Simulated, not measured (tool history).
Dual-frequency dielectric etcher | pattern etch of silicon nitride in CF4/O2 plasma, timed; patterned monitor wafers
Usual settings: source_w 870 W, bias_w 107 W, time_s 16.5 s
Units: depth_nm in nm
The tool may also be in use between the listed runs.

run	hour	source_w	bias_w	time_s	read-back reference wafer on the same gauge, depth_nm	depth_nm
1	0	870	107	16.5	42.64	48.4
2	64.8	960	107	16.5	42.73	53.49
3	219.1	960	107	16.5	43	53.95
4	288	870	107	16.5	43.11	49.41
5	358.1	870	107	16.5	43.26	49.49
6	417.3	870	107	16.5	43.16	49.28
7	487.1	870	107	16.5	43.28	49.39
8	534.6	810	107	13	43.3	36.17
9	563.6	810	107	13	43.35	36.04
10	634.7	870	107	14.5	43.36	43.3
11	681.6	870	107	14.5	43.47	43.57
12	734.2	870	107	16.5	43.34	49.34
13	794.5	870	107	16.5	43.46	49.06
14	847.9	870	107	16.5	43.44	49.28
15	873.5	700	133	20.5	43.46	51.93
16	932.8	770	107	20.5	43.46	54.65
17	989.4	810	84	16.5	43.46	43.75
18	1055.5	870	107	20	43.57	60.13
19	1093	1080	107	15	43.55	55.61
20	1155.7	870	107	16.5	42.51	48.3
21	1221	950	126	12	42.7	40.18
22	1257.3	1080	90	19.5	42.83	68.5
23	1289.2	870	107	14.5	42.73	42.85
24	1330.7	720	107	16.5	42.85	40.38
25	1381.8	870	107	16.5	42.87	49.02
26	1407.7	810	92	16.5	42.91	43.98
27	1446.4	870	107	12	42.98	35.4
28	1516.4	1090	80	18	43.09	62.62
29	1545.9	1070	107	14	43	50.66

Not shown: 6 entries that the log had between the listed runs. Between which runs, and how does the tool's hidden state differ before and after?
Between runs 6 and 7: wet clean of the chamber (hour 465.6)
  gauge reads high (%): 1.51 -> 1.63
  measured less the result without the state, depth_nm: +0.74 -> +0.79 nm
Between runs 12 and 13: source power generator calibrated (hour 743.5)
  gauge reads high (%): 1.94 -> 1.99
  measured less the result without the state, depth_nm: +0.94 -> +0.95 nm
Between runs 15 and 16: upper electrode replaced (hour 932.3)
  gauge reads high (%): 2.04 -> 2.08
  measured less the result without the state, depth_nm: +1.03 -> +1.11 nm
Between runs 17 and 18: wet clean of the chamber (hour 1055)
  gauge reads high (%): 2.1 -> 2.13
  measured less the result without the state, depth_nm: +0.9 -> +1.25 nm
Between runs 19 and 20: gauge calibrated (hour 1101.4)
  gauge reads high (%): 2.15 -> -0.21
  measured less the result without the state, depth_nm: +1.17 -> -0.1 nm
Between runs 20 and 21: bias power generator calibrated (hour 1204.6)
  gauge reads high (%): -0.21 -> 0.118
  measured less the result without the state, depth_nm: -0.1 -> +0.04 nm

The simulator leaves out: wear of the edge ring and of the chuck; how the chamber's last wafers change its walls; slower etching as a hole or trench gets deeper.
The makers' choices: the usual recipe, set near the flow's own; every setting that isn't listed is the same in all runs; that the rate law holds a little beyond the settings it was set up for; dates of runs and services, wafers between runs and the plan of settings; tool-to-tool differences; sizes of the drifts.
